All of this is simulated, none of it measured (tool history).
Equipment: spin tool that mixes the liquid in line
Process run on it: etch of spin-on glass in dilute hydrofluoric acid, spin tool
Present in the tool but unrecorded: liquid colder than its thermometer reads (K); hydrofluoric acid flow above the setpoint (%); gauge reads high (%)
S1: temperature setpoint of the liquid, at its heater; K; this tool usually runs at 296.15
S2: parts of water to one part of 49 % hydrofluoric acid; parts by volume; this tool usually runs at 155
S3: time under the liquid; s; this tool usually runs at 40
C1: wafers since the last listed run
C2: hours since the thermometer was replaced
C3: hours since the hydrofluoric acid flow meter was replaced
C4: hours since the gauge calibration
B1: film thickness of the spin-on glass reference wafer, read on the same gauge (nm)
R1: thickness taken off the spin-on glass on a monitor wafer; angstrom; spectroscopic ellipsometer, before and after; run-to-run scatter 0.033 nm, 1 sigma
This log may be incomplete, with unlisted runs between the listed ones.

Run 1, hour 0.0: usual settings; C1 0; C2 2541.7; C3 2090.3; C4 569.7; B1 129.978. Result: R1 44.69 angstrom.
Run 2, hour 6.6: usual settings but S1 293.65 K, S3 30 s; C1 88; C2 2548.3; C3 2096.9; C4 576.3; B1 129.968. Result: R1 30.27 angstrom.
Run 3, hour 24.3: usual settings but S1 293.65 K, S3 30 s; C1 238; C2 2566.0; C3 2114.6; C4 594.0; B1 130.016. Result: R1 29.75 angstrom.
Run 4, hour 30.5: usual settings but S1 293.65 K, S3 30 s; C1 83; C2 2572.2; C3 2120.8; C4 600.2; B1 130.003. Result: R1 29.84 angstrom.
Run 5, hour 41.8: usual settings but S2 175 parts by volume; C1 152; C2 2583.5; C3 2132.1; C4 611.5; B1 129.982. Result: R1 38.25 angstrom.
Run 6, hour 57.4: usual settings but S1 295.15 K, S2 215 parts by volume; C1 210; C2 2599.1; C3 2147.7; C4 627.1; B1 129.988. Result: R1 29.21 angstrom.
Run 7, hour 67.8: usual settings; C1 140; C2 2609.5; C3 2158.1; C4 637.5; B1 130.026. Result: R1 44.25 angstrom.
Run 8, hour 81.0: usual settings but S2 180 parts by volume; C1 177; C2 2622.7; C3 2171.3; C4 650.7; B1 130.016. Result: R1 37.24 angstrom.
Run 9, hour 92.9: usual settings but S1 292.65 K, S2 115 parts by volume, S3 20 s; C1 160; C2 2634.6; C3 2183.2; C4 662.6; B1 130.022. Result: R1 26.81 angstrom.
Run 10, hour 110.8: usual settings but S1 294.65 K, S2 180 parts by volume, S3 55 s; C1 241; C2 2652.5; C3 2201.1; C4 680.5; B1 129.989. Result: R1 47.42 angstrom.
Run 11, hour 124.7: usual settings; C1 187; C2 2666.4; C3 2215.0; C4 694.4; B1 130.021. Result: R1 44.19 angstrom.
Run 12, hour 154.3: usual settings but S2 180 parts by volume; C1 398; C2 2696.0; C3 2244.6; C4 724.0; B1 129.966. Result: R1 37.29 angstrom.
Run 13, hour 160.7: usual settings; C1 86; C2 2702.4; C3 2251.0; C4 730.4; B1 130.018. Result: R1 44.38 angstrom.
Run 14, hour 173.5: usual settings but S1 300.15 K, S2 105 parts by volume, S3 60 s; C1 172; C2 2715.2; C3 2263.8; C4 743.2; B1 130.005. Result: R1 120.44 angstrom.
At hour 185.2: thermometer replaced.
At hour 201.8: gauge calibrated.
Run 15, hour 222.3: usual settings but S3 20 s; C1 644; C2 37.1; C3 2312.6; C4 20.5; B1 130.001. Result: R1 24.24 angstrom.
At hour 227.6: hydrofluoric acid flow meter replaced.
Run 16, hour 235.5: usual settings but S1 293.15 K, S2 130 parts by volume, S3 60 s; C1 164; C2 50.3; C3 7.9; C4 33.7; B1 130.042. Result: R1 79.97 angstrom.
Run 17, hour 244.6: usual settings; C1 122; C2 59.4; C3 17.0; C4 42.8; B1 130.007. Result: R1 48.69 angstrom.
Run 18, hour 254.2: usual settings but S1 299.65 K, S2 85 parts by volume, S3 50 s; C1 129; C2 69.0; C3 26.6; C4 52.4; B1 129.975. Result: R1 139.46 angstrom.
Run 19, hour 304.3: usual settings but S3 25 s; C1 675; C2 119.1; C3 76.7; C4 102.5; B1 130.029. Result: R1 30.47 angstrom.
Run 20, hour 316.7: usual settings; C1 167; C2 131.5; C3 89.1; C4 114.9; B1 130.015. Result: R1 48.70 angstrom.
Run 21, hour 326.2: usual settings; C1 128; C2 141.0; C3 98.6; C4 124.4; B1 130.027. Result: R1 48.66 angstrom.
Run 22, hour 334.3: usual settings but S3 30 s; C1 109; C2 149.1; C3 106.7; C4 132.5; B1 129.987. Result: R1 36.88 angstrom.
Run 23, hour 345.7: usual settings but S1 293.65 K; C1 153; C2 160.5; C3 118.1; C4 143.9; B1 129.996. Result: R1 43.98 angstrom.
Run 24, hour 359.2: usual settings but S1 291.65 K, S2 195 parts by volume, S3 15 s; C1 181; C2 174.0; C3 131.6; C4 157.4; B1 130.003. Result: R1 11.76 angstrom.
Run 25, hour 374.7: usual settings but S1 292.15 K, S3 50 s; C1 208; C2 189.5; C3 147.1; C4 172.9; B1 129.953. Result: R1 52.04 angstrom.
Run 26, hour 392.0: usual settings but S1 294.15 K, S2 90 parts by volume; C1 233; C2 206.8; C3 164.4; C4 190.2; B1 129.952. Result: R1 82.81 angstrom.
Run 27, hour 404.0: usual settings; C1 161; C2 218.8; C3 176.4; C4 202.2; B1 129.991. Result: R1 48.98 angstrom.
Run 28, hour 416.7: usual settings but S2 85 parts by volume; C1 171; C2 231.5; C3 189.1; C4 214.9; B1 130.006. Result: R1 96.06 angstrom.
Run 29, hour 425.7: usual settings but S1 297.65 K, S2 115 parts by volume, S3 60 s; C1 121; C2 240.5; C3 198.1; C4 223.9; B1 130.009. Result: R1 108.72 angstrom.
Run 30, hour 437.6: usual settings but S3 45 s; C1 160; C2 252.4; C3 210.0; C4 235.8; B1 130.012. Result: R1 54.31 angstrom.
Run 31, hour 449.0: usual settings but S1 299.65 K, S2 90 parts by volume, S3 50 s; C1 153; C2 263.8; C3 221.4; C4 247.2; B1 129.982. Result: R1 129.61 angstrom.
Run 32, hour 464.7: usual settings; C1 211; C2 279.5; C3 237.1; C4 262.9; B1 129.981. Result: R1 48.67 angstrom.
Run 33, hour 477.2: usual settings but S2 230 parts by volume, S3 55 s; C1 168; C2 292.0; C3 249.6; C4 275.4; B1 130.004. Result: R1 41.61 angstrom.

Forecast each of these 5 alternatives for the next run:
Run A, hour 477.6: usual settings but S2 100 parts by volume; C1 5; C2 292.4; C3 250.0; C4 275.8; B1 ?. Result: R1 ?.
Run B, hour 477.6: usual settings but S1 299.65 K, S2 115 parts by volume, S3 30 s; C1 5; C2 292.4; C3 250.0; C4 275.8; B1 ?. Result: R1 ?.
Run C, hour 477.6: usual settings but S1 300.15 K, S2 215 parts by volume, S3 65 s; C1 5; C2 292.4; C3 250.0; C4 275.8; B1 ?. Result: R1 ?.
Run D, hour 477.6: usual settings but S2 215 parts by volume, S3 50 s; C1 5; C2 292.4; C3 250.0; C4 275.8; B1 ?. Result: R1 ?.
Run E, hour 477.6: usual settings but S1 300.65 K, S2 225 parts by volume, S3 25 s; C1 5; C2 292.4; C3 250.0; C4 275.8; B1 ?. Result: R1 ?.

run       B1     R1
  A  129.965  81.13
  B  129.965  59.61
  C  129.965  62.53
  D  129.965  41.58
  E  129.965  23.13
Had the tool no hidden state, the same runs would have come out as:
run     R1
  A  82.87
  B  60.84
  C  63.72
  D  42.41
  E  23.57
